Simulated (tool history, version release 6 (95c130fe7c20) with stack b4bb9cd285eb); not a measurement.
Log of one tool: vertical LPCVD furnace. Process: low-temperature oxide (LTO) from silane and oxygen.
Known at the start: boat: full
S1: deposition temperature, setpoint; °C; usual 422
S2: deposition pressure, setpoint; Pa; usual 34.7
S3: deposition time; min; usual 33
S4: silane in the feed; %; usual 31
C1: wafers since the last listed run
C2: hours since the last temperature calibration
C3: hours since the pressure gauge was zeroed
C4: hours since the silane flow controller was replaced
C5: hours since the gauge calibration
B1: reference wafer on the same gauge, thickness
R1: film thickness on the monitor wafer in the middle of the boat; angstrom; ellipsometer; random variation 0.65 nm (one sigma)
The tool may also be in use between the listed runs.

run,hour,S1,S2,S3,S4,C1,C2,C3,C4,C5,B1,R1
1,0,422,34.7,33,31,0,3274.2,3167.3,3670.3,304.5,371.94,3679.9
2,71.1,422,34.7,33,31,1327,3345.3,3238.4,3741.4,375.6,372.29,3677
3,137.4,422,34.7,33,31,1237,3411.6,3304.7,3807.7,441.9,371.92,3687.6
# hour 262.7: thermocouples replaced and temperature profile calibrated
4,320.4,422,34.7,33,31,2968,57.7,3487.7,3990.7,624.9,372.16,3598.1
5,349.2,422,34.7,33,31,537,86.5,3516.5,4019.5,653.7,372.18,3594.8
# hour 351.2: gauge calibrated
6,404.8,422,34.7,33,31,1037,142.1,3572.1,4075.1,53.6,372.1,3612.3
7,436.4,422,34.7,33,34,589,173.7,3603.7,4106.7,85.2,371.89,4074.3
8,487.7,422,38.7,24.5,31,957,225,3655,4158,136.5,371.86,3004.6
# hour 537.5: pressure gauge zeroed
9,555,422,34.7,33,31,808,292.3,17.5,4225.3,203.8,371.92,3625.1
# hour 626.7: silane flow controller replaced
10,627.2,422,28.7,33,26,899,364.5,89.7,0.5,276,372.11,2279.5
11,658.7,422,27.3,33,36,588,396,121.2,32,307.5,371.74,3408.5
12,716,422,34.7,33,31,1069,453.3,178.5,89.3,364.8,371.65,3550.2
13,740.7,411,34.7,33,31,461,478,203.2,114,389.5,371.96,3153.1
14,868.2,426,34.7,33,35,2380,605.5,330.7,241.5,517,372.22,4363.6

4 ways to go on from here, each from the tool as it stands after run 14. What would each give?
A,872.8,422,34.7,33,31,85,610.1,335.3,246.1,521.6,?,?
B,872.8,430,30,33,35,85,610.1,335.3,246.1,521.6,?,?
C,872.8,428,39.3,33,26,85,610.1,335.3,246.1,521.6,?,?
D,872.8,428,34.7,27,27,85,610.1,335.3,246.1,521.6,?,?

run,B1,R1
A,372.02,3563.2
B,372.02,3923.6
C,372.02,3359.9
D,372.02,2560.4
Without the tool's hidden state the same runs would have given:
run,R1
A,3426.5
B,3784.6
C,3225.2
D,2459
